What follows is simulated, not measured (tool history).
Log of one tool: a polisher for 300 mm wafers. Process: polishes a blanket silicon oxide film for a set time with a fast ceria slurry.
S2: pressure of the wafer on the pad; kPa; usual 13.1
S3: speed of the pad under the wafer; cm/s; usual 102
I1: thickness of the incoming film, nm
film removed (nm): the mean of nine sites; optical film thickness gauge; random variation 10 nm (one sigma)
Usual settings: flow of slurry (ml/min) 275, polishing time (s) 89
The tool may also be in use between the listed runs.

run 1 hour=0 | flow_of_slurry_(ml/min)=275 S2=13.1 S3=102 polishing_time_(s)=89 | I1=3057.4 | film_removed_(nm)=1032.4
run 2 hour=67 | flow_of_slurry_(ml/min)=275 S2=13.1 S3=102 polishing_time_(s)=89 | I1=3069.6 | film_removed_(nm)=1016.3
run 3 hour=94.4 | flow_of_slurry_(ml/min)=275 S2=13.1 S3=102 polishing_time_(s)=89 | I1=3036.1 | film_removed_(nm)=1015.6
run 4 hour=147.8 | flow_of_slurry_(ml/min)=275 S2=13.1 S3=102 polishing_time_(s)=89 | I1=3057.8 | film_removed_(nm)=1016
run 5 hour=209.4 | flow_of_slurry_(ml/min)=275 S2=13.1 S3=102 polishing_time_(s)=89 | I1=3086.6 | film_removed_(nm)=957.4
run 6 hour=271.7 | flow_of_slurry_(ml/min)=275 S2=13.1 S3=102 polishing_time_(s)=89 | I1=3104 | film_removed_(nm)=1044.4
run 7 hour=308.3 | flow_of_slurry_(ml/min)=275 S2=13.1 S3=90 polishing_time_(s)=89 | I1=3081.1 | film_removed_(nm)=919.6
run 8 hour=367.7 | flow_of_slurry_(ml/min)=275 S2=13.1 S3=102 polishing_time_(s)=89 | I1=3032.9 | film_removed_(nm)=1015.9
run 9 hour=418.4 | flow_of_slurry_(ml/min)=275 S2=13.1 S3=102 polishing_time_(s)=89 | I1=3045.1 | film_removed_(nm)=1000.8
run 10 hour=463.8 | flow_of_slurry_(ml/min)=275 S2=13.1 S3=102 polishing_time_(s)=89 | I1=3029.6 | film_removed_(nm)=970.5
run 11 hour=519.1 | flow_of_slurry_(ml/min)=275 S2=13.1 S3=102 polishing_time_(s)=89 | I1=3082.4 | film_removed_(nm)=1046.7
run 12 hour=565.7 | flow_of_slurry_(ml/min)=275 S2=13.1 S3=102 polishing_time_(s)=89 | I1=2992.6 | film_removed_(nm)=1031.5
run 13 hour=617.4 | flow_of_slurry_(ml/min)=345 S2=13.1 S3=102 polishing_time_(s)=89 | I1=3045 | film_removed_(nm)=1063.8
run 14 hour=653.6 | flow_of_slurry_(ml/min)=275 S2=13.1 S3=102 polishing_time_(s)=89 | I1=3076.3 | film_removed_(nm)=1020
run 15 hour=698.4 | flow_of_slurry_(ml/min)=275 S2=13.1 S3=102 polishing_time_(s)=89 | I1=3049.6 | film_removed_(nm)=1010.5
run 16 hour=762.5 | flow_of_slurry_(ml/min)=275 S2=13.1 S3=88 polishing_time_(s)=115 | I1=3106.9 | film_removed_(nm)=1098.3
run 17 hour=805.5 | flow_of_slurry_(ml/min)=275 S2=13.1 S3=102 polishing_time_(s)=89 | I1=3068.9 | film_removed_(nm)=1026.8
run 18 hour=836.2 | flow_of_slurry_(ml/min)=215 S2=15.9 S3=78 polishing_time_(s)=119 | I1=3043.8 | film_removed_(nm)=1301.1
run 19 hour=877.9 | flow_of_slurry_(ml/min)=275 S2=11 S3=102 polishing_time_(s)=108 | I1=3055.9 | film_removed_(nm)=1063.2
run 20 hour=932.2 | flow_of_slurry_(ml/min)=275 S2=15.2 S3=114 polishing_time_(s)=89 | I1=3078.3 | film_removed_(nm)=1309
run 21 hour=981.3 | flow_of_slurry_(ml/min)=275 S2=13.1 S3=70 polishing_time_(s)=112 | I1=3021 | film_removed_(nm)=901.1
run 22 hour=1009.4 | flow_of_slurry_(ml/min)=275 S2=13.1 S3=102 polishing_time_(s)=110 | I1=3069.7 | film_removed_(nm)=1222.5
run 23 hour=1033.6 | flow_of_slurry_(ml/min)=275 S2=13.1 S3=102 polishing_time_(s)=89 | I1=3028.1 | film_removed_(nm)=1022.6
run 24 hour=1098.9 | flow_of_slurry_(ml/min)=275 S2=15.9 S3=102 polishing_time_(s)=89 | I1=3042.9 | film_removed_(nm)=1255.6

Taken out of this log: 12 entries between the listed runs. Where each belongs, and how the hidden state differs across it:
Between runs 1 and 2: head pressure recalibrated (hour 52.5)
  slurry flow missing at the pad, %: 4.44 -> 11.1
  measured less the result without the state, film removed (nm): -5.2 -> -13.7
Between runs 3 and 4: worn pad replaced by a new one (hour 133.5)
  slurry flow missing at the pad, %: 15.1 -> 25.2
  measured less the result without the state, film removed (nm): -19.7 -> -38.3
Between runs 5 and 6: slurry nozzle cleaned (hour 231.2)
  slurry flow missing at the pad, %: 40.6 -> 11.2
  measured less the result without the state, film removed (nm): -76.6 -> -14.2
Between runs 8 and 9: worn pad replaced by a new one (hour 384.3); head pressure recalibrated (hour 407.4)
  slurry flow missing at the pad, %: 20 -> 28.6
  measured less the result without the state, film removed (nm): -28 -> -45
Between runs 10 and 11: slurry nozzle cleaned (hour 488.7)
  slurry flow missing at the pad, %: 38.5 -> 0.554
  measured less the result without the state, film removed (nm): -70.4 -> -0.7
Between runs 12 and 13: worn pad replaced by a new one (hour 575.5)
  slurry flow missing at the pad, %: 3.16 -> 8.7
  measured less the result without the state, film removed (nm): -3.6 -> -8.6
Between runs 15 and 16: head pressure recalibrated (hour 748.4)
  slurry flow missing at the pad, %: 23 -> 39.1
  measured less the result without the state, film removed (nm): -33.4 -> -82.1
Between runs 16 and 17: worn pad replaced by a new one (hour 773.3); slurry nozzle cleaned (hour 780)
  slurry flow missing at the pad, %: 39.1 -> 3.37
  measured less the result without the state, film removed (nm): -82.1 -> -3.8
Between runs 20 and 21: worn pad replaced by a new one (hour 963.2)
  slurry flow missing at the pad, %: 15.1 -> 24.1
  measured less the result without the state, film removed (nm): -25.4 -> -31.9
Between runs 22 and 23: slurry nozzle cleaned (hour 1021.2)
  slurry flow missing at the pad, %: 30.4 -> 3.06
  measured less the result without the state, film removed (nm): -60.4 -> -3.4
